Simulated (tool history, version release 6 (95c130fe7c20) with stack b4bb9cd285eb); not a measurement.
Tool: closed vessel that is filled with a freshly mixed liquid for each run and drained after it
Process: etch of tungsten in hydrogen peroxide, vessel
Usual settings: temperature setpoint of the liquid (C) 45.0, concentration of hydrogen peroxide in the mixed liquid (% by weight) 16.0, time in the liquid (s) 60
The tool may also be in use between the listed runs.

run	hour	temperature setpoint of the liquid (C)	concentration of hydrogen peroxide in the mixed liquid (% by weight)	time in the liquid (s)	wafers since the last listed run	hours since the thermometer was replaced	hours since the peroxide flow meter was replaced	hours since the drum of peroxide was connected	hours since the gauge calibration	read-back film thickness of the tungsten reference wafer, read on the same gauge (nm)	thickness taken off the tungsten on a monitor wafer (nm)
1	0.0	50.0	16.0	60	0	1385.6	861.4	315.0	356.5	40.00	45.64
2	14.0	45.0	16.0	60	1141	1399.6	875.4	329.0	370.5	40.01	33.69
3	28.0	53.0	19.0	60	1141	1413.6	889.4	343.0	384.5	40.00	60.06
4	45.7	53.0	19.0	60	1443	1431.3	907.1	360.7	402.2	39.99	59.24
5	62.9	45.0	16.0	60	1402	1448.5	924.3	377.9	419.4	40.02	33.42
# hour 77.0: thermometer replaced
6	79.3	49.0	16.0	60	1255	2.3	940.7	394.3	435.8	39.98	42.00
7	89.3	49.0	16.0	60	815	12.3	950.7	404.3	445.8	39.98	42.90
8	101.7	45.0	13.5	35	1011	24.7	963.1	416.7	458.2	40.01	18.14
9	108.5	52.0	16.0	95	554	31.5	969.9	423.5	465.0	40.01	80.74
10	148.7	45.0	16.0	60	3278	71.7	1010.1	463.7	505.2	40.00	33.31
11	155.5	36.5	13.5	40	554	78.5	1016.9	470.5	512.0	39.97	11.59
12	168.8	37.0	12.0	80	1084	91.8	1030.2	483.8	525.3	40.02	22.77
13	178.6	45.0	12.5	40	799	101.6	1040.0	493.6	535.1	39.98	19.36
14	188.4	45.0	16.0	60	799	111.4	1049.8	503.4	544.9	40.01	33.17
15	204.8	49.5	16.0	60	1337	127.8	1066.2	519.8	561.3	40.00	44.08
# hour 218.0: new drum of peroxide connected
16	221.8	38.0	20.0	30	1304	144.8	1083.2	3.8	578.3	39.98	12.15
# hour 229.0: peroxide flow meter replaced
17	239.2	39.0	12.0	95	1337	162.2	10.2	21.2	595.7	39.97	31.39
# hour 245.4: gauge calibrated
18	256.7	45.0	16.0	60	1427	179.7	27.7	38.7	11.3	40.01	34.02
19	263.9	52.5	16.0	60	587	186.9	34.9	45.9	18.5	40.01	54.54
20	273.1	39.0	16.0	60	750	196.1	44.1	55.1	27.7	39.99	23.25
21	283.3	53.0	14.5	40	831	206.3	54.3	65.3	37.9	40.02	35.28
22	290.7	48.0	19.0	30	603	213.7	61.7	72.7	45.3	39.99	22.24
23	297.8	45.0	12.5	60	578	220.8	68.8	79.8	52.4	39.96	29.88
24	307.2	41.0	14.5	60	766	230.2	78.2	89.2	61.8	39.97	25.13
25	328.9	37.0	19.0	60	1769	251.9	99.9	110.9	83.5	39.98	21.74
26	340.4	45.0	16.0	70	937	263.4	111.4	122.4	95.0	39.98	39.84
27	350.1	45.0	16.0	85	790	273.1	121.1	132.1	104.7	39.97	47.13
28	361.4	45.0	16.0	60	921	284.4	132.4	143.4	116.0	40.03	33.90
29	367.9	45.0	16.0	60	530	290.9	138.9	149.9	122.5	39.97	33.95
30	382.3	45.0	16.0	30	1174	305.3	153.3	164.3	136.9	39.98	16.99
31	398.5	36.0	20.5	85	1321	321.5	169.5	180.5	153.1	40.01	30.08

Hidden state or all else? Some run-to-run changes of thickness taken off the tungsten on a monitor wafer (nm), split into what the settings, what came in and random variation would give without the hidden state, and what is left for the hidden state (with any gauge scatter that isn't in both results):
The hidden state here: liquid colder than its thermometer reads (K); peroxide flow below the setpoint (%); peroxide weaker than its label (%); gauge reads high (%).
Run 8 -> 9: temperature setpoint of the liquid (C) 45.0 -> 52.0, concentration of hydrogen peroxide in the mixed liquid (% by weight) 13.5 -> 16.0, time in the liquid (s) 35 -> 95. thickness taken off the tungsten on a monitor wafer (nm) +62.60: hidden state -2.05, all else +64.65.
Run 9 -> 10: temperature setpoint of the liquid (C) 52.0 -> 45.0, time in the liquid (s) 95 -> 60. thickness taken off the tungsten on a monitor wafer (nm) -47.43: hidden state +1.45, all else -48.88.
Run 15 -> 16: temperature setpoint of the liquid (C) 49.5 -> 38.0, concentration of hydrogen peroxide in the mixed liquid (% by weight) 16.0 -> 20.0, time in the liquid (s) 60 -> 30, new drum of peroxide connected. thickness taken off the tungsten on a monitor wafer (nm) -31.93: hidden state +1.65, all else -33.58.

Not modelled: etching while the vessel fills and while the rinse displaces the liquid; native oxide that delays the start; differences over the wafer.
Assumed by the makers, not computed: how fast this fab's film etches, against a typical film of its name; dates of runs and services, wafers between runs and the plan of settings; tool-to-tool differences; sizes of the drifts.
